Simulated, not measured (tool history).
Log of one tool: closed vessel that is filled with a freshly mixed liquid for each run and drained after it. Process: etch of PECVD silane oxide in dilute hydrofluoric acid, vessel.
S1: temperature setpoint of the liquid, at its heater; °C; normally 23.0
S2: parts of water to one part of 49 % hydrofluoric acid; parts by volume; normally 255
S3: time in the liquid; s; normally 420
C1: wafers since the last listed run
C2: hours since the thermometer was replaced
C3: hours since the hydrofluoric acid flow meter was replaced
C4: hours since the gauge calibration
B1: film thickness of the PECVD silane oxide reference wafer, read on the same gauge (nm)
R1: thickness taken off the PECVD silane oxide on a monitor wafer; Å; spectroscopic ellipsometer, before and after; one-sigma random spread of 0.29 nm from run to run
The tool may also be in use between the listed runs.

| run | hour | S1 | S2 | S3 | C1 | C2 | C3 | C4 | B1 | R1 |
|---|---|---|---|---|---|---|---|---|---|---|
| 1 | 0.0 | 20.0 | 255 | 420 | 0 | 2434.9 | 1210.9 | 538.7 | 119.99 | 304.5 |
| 2 | 7.6 | 23.0 | 340 | 420 | 799 | 2442.5 | 1218.5 | 546.3 | 120.02 | 231.3 |
| 3 | 34.0 | 23.0 | 255 | 420 | 2776 | 2468.9 | 1244.9 | 572.7 | 120.02 | 331.9 |
| 4 | 44.1 | 23.0 | 255 | 420 | 1062 | 2479.0 | 1255.0 | 582.8 | 120.00 | 331.0 |
| 5 | 51.5 | 23.0 | 255 | 420 | 778 | 2486.4 | 1262.4 | 590.2 | 119.97 | 338.3 |
| 6 | 57.6 | 23.0 | 255 | 420 | 641 | 2492.5 | 1268.5 | 596.3 | 119.98 | 332.9 |
|  | 71.2 | gauge calibrated |
| 7 | 74.0 | 23.0 | 255 | 420 | 1724 | 2508.9 | 1284.9 | 2.8 | 120.01 | 331.5 |
| 8 | 83.6 | 23.0 | 255 | 420 | 1009 | 2518.5 | 1294.5 | 12.4 | 120.01 | 334.2 |
| 9 | 90.5 | 21.5 | 255 | 420 | 725 | 2525.4 | 1301.4 | 19.3 | 119.97 | 314.4 |
| 10 | 101.0 | 21.5 | 255 | 420 | 1104 | 2535.9 | 1311.9 | 29.8 | 120.01 | 314.8 |
| 11 | 115.7 | 21.5 | 255 | 420 | 1545 | 2550.6 | 1326.6 | 44.5 | 119.96 | 314.8 |
|  | 128.4 | thermometer replaced |
| 12 | 133.0 | 23.0 | 255 | 420 | 1714 | 4.6 | 1343.9 | 61.8 | 119.96 | 326.2 |
|  | 142.8 | hydrofluoric acid flow meter replaced |
| 13 | 145.6 | 21.5 | 255 | 650 | 1219 | 17.2 | 2.8 | 74.4 | 120.00 | 574.3 |
| 14 | 154.8 | 19.0 | 255 | 210 | 967 | 26.4 | 12.0 | 83.6 | 120.00 | 167.3 |
| 15 | 164.7 | 28.0 | 365 | 490 | 1041 | 36.3 | 21.9 | 93.5 | 120.01 | 332.5 |
| 16 | 173.4 | 23.0 | 215 | 420 | 914 | 45.0 | 30.6 | 102.2 | 119.98 | 484.2 |
| 17 | 189.0 | 23.0 | 255 | 420 | 1640 | 60.6 | 46.2 | 117.8 | 120.00 | 384.6 |
| 18 | 204.3 | 28.0 | 220 | 420 | 1608 | 75.9 | 61.5 | 133.1 | 119.98 | 553.8 |
| 19 | 219.4 | 19.5 | 190 | 340 | 1587 | 91.0 | 76.6 | 148.2 | 119.99 | 391.2 |
| 20 | 232.7 | 27.5 | 255 | 420 | 1398 | 104.3 | 89.9 | 161.5 | 119.94 | 455.6 |
| 21 | 242.9 | 23.0 | 255 | 580 | 1072 | 114.5 | 100.1 | 171.7 | 119.97 | 537.0 |
| 22 | 254.1 | 23.0 | 255 | 330 | 1177 | 125.7 | 111.3 | 182.9 | 120.00 | 297.4 |
| 23 | 264.4 | 28.0 | 320 | 580 | 1083 | 136.0 | 121.6 | 193.2 | 120.02 | 468.3 |
| 24 | 274.4 | 19.0 | 255 | 650 | 1051 | 146.0 | 131.6 | 203.2 | 120.02 | 509.3 |
| 25 | 288.2 | 27.0 | 135 | 595 | 1451 | 159.8 | 145.4 | 217.0 | 120.01 | 1360.9 |
| 26 | 301.5 | 23.0 | 255 | 420 | 1398 | 173.1 | 158.7 | 230.3 | 119.98 | 383.9 |
| 27 | 309.2 | 23.0 | 385 | 295 | 809 | 180.8 | 166.4 | 238.0 | 120.00 | 156.8 |
| 28 | 320.5 | 23.0 | 255 | 420 | 1188 | 192.1 | 177.7 | 249.3 | 120.01 | 380.5 |
| 29 | 334.6 | 23.0 | 215 | 320 | 1482 | 206.2 | 191.8 | 263.4 | 119.97 | 357.6 |
| 30 | 341.5 | 23.0 | 255 | 420 | 725 | 213.1 | 198.7 | 270.3 | 120.05 | 380.1 |
| 31 | 358.8 | 21.5 | 345 | 420 | 1819 | 230.4 | 216.0 | 287.6 | 120.00 | 243.8 |
| 32 | 368.3 | 23.0 | 255 | 420 | 998 | 239.9 | 225.5 | 297.1 | 120.05 | 378.6 |
| 33 | 378.0 | 23.0 | 255 | 580 | 1020 | 249.6 | 235.2 | 306.8 | 120.02 | 519.4 |

Hidden condition of the tool, last listed run before each entry between runs versus first listed run after:
After run 6, before run 7: gauge calibrated (hour 71.2)
  hydrofluoric acid flow below the setpoint (%): 12.3 -> 12.4
  what was measured, less what the result would be without the hidden state, R1: -60.2 -> -60.8 Å
After run 11, before run 12: thermometer replaced (hour 128.4)
  hydrofluoric acid flow below the setpoint (%): 12.8 -> 13
  what was measured, less what the result would be without the hidden state, R1: -59.3 -> -62.8 Å
After run 12, before run 13: hydrofluoric acid flow meter replaced (hour 142.8)
  hydrofluoric acid flow below the setpoint (%): 13 -> 1.15
  what was measured, less what the result would be without the hidden state, R1: -62.8 -> -8.3 Å
